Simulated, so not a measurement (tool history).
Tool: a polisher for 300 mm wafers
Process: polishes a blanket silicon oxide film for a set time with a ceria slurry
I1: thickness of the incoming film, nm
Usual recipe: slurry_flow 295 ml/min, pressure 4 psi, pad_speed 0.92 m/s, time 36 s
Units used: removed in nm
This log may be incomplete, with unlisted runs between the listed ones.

Run 1, hour 0: usual settings but slurry_flow 270 ml/min; I1 1149.7. Result: removed 155.6 nm.
Run 2, hour 19.9: usual settings but slurry_flow 270 ml/min; I1 1135.4. Result: removed 148.2 nm.
At hour 46.6: worn pad replaced by a new one.
Run 3, hour 90.1: usual settings but slurry_flow 270 ml/min; I1 1141. Result: removed 162.6 nm.
Run 4, hour 104: usual settings; I1 1135.5. Result: removed 165.7 nm.
Run 5, hour 135: usual settings but pad_speed 1.12 m/s; I1 1156.3. Result: removed 189.4 nm.
Run 6, hour 169.7: usual settings but pad_speed 1.12 m/s; I1 1141.8. Result: removed 185.2 nm.
At hour 175.8: worn pad replaced by a new one, of another model than before.
Run 7, hour 198.4: usual settings but pad_speed 1.12 m/s; I1 1165.1. Result: removed 190.6 nm.
Run 8, hour 213.3: usual settings; I1 1172.1. Result: removed 165.6 nm.
Run 9, hour 240.2: usual settings; I1 1149.2. Result: removed 161 nm.
Run 10, hour 263.5: usual settings; I1 1172.6. Result: removed 156.6 nm.
At hour 282.6: worn pad replaced by a new one.
Run 11, hour 294.6: usual settings; I1 1148.7. Result: removed 168.8 nm.
Run 12, hour 308.9: usual settings; I1 1161.9. Result: removed 165.9 nm.
Run 13, hour 334.4: usual settings but slurry_flow 345 ml/min, pressure 4.9 psi; I1 1153.6. Result: removed 186 nm.
Run 14, hour 348.5: usual settings but pressure 4.7 psi; I1 1152.9. Result: removed 172.8 nm.
Run 15, hour 361.1: usual settings but pressure 4.8 psi; I1 1159.3. Result: removed 174.1 nm.
Run 16, hour 385.6: usual settings but slurry_flow 380 ml/min, pressure 2.8 psi; I1 1153.2. Result: removed 126.5 nm.
At hour 400.5: worn pad replaced by a new one.
Run 17, hour 401: usual settings but pad_speed 1.18 m/s; I1 1137. Result: removed 204.8 nm.
Run 18, hour 432.3: usual settings; I1 1165. Result: removed 165 nm.
At hour 434.7: slurry nozzle cleaned.
At hour 457.6: head pressure recalibrated.
Run 19, hour 467: usual settings but slurry_flow 350 ml/min, pressure 4.9 psi, pad_speed 0.72 m/s, time 25 s; I1 1138.6. Result: removed 107.4 nm.
Run 20, hour 496.7: usual settings but pressure 4.8 psi; I1 1128.9. Result: removed 175.7 nm.
At hour 512.4: worn pad replaced by a new one.
Run 21, hour 525: usual settings but pressure 2.7 psi, pad_speed 1.04 m/s; I1 1160.4. Result: removed 142.4 nm.
Run 22, hour 555.3: usual settings but slurry_flow 260 ml/min, pressure 2.8 psi, pad_speed 0.8 m/s, time 49 s; I1 1143.3. Result: removed 165.8 nm.
Run 23, hour 569.2: usual settings but pressure 2.9 psi, pad_speed 0.6 m/s, time 40 s; I1 1146.6. Result: removed 113.4 nm.
Run 24, hour 603.6: usual settings but pad_speed 1.12 m/s; I1 1159.3. Result: removed 174.5 nm.

Consider 4 possible next runs. They are alternatives, not a sequence: every one starts from the tool as it was left by run 24. What does each give?
Run A, hour 604: usual settings but time 46 s; I1 1148.7. Result: removed ?.
Run B, hour 604: usual settings but time 24 s; I1 1148.7. Result: removed ?.
Run C, hour 604: usual settings but slurry_flow 360 ml/min, pressure 2.8 psi, pad_speed 0.62 m/s, time 30 s; I1 1148.7. Result: removed ?.
Run D, hour 604: usual settings but slurry_flow 350 ml/min, pressure 4.5 psi, pad_speed 1.04 m/s; I1 1148.7. Result: removed ?.

run  removed
  A    198.8
  B    103.7
  C     83.3
  D    184.4
With the hidden condition removed and each run's random variation left untouched, the same runs would have given:
run  removed
  A    217.6
  B    113.5
  C     91.1
  D    201.8
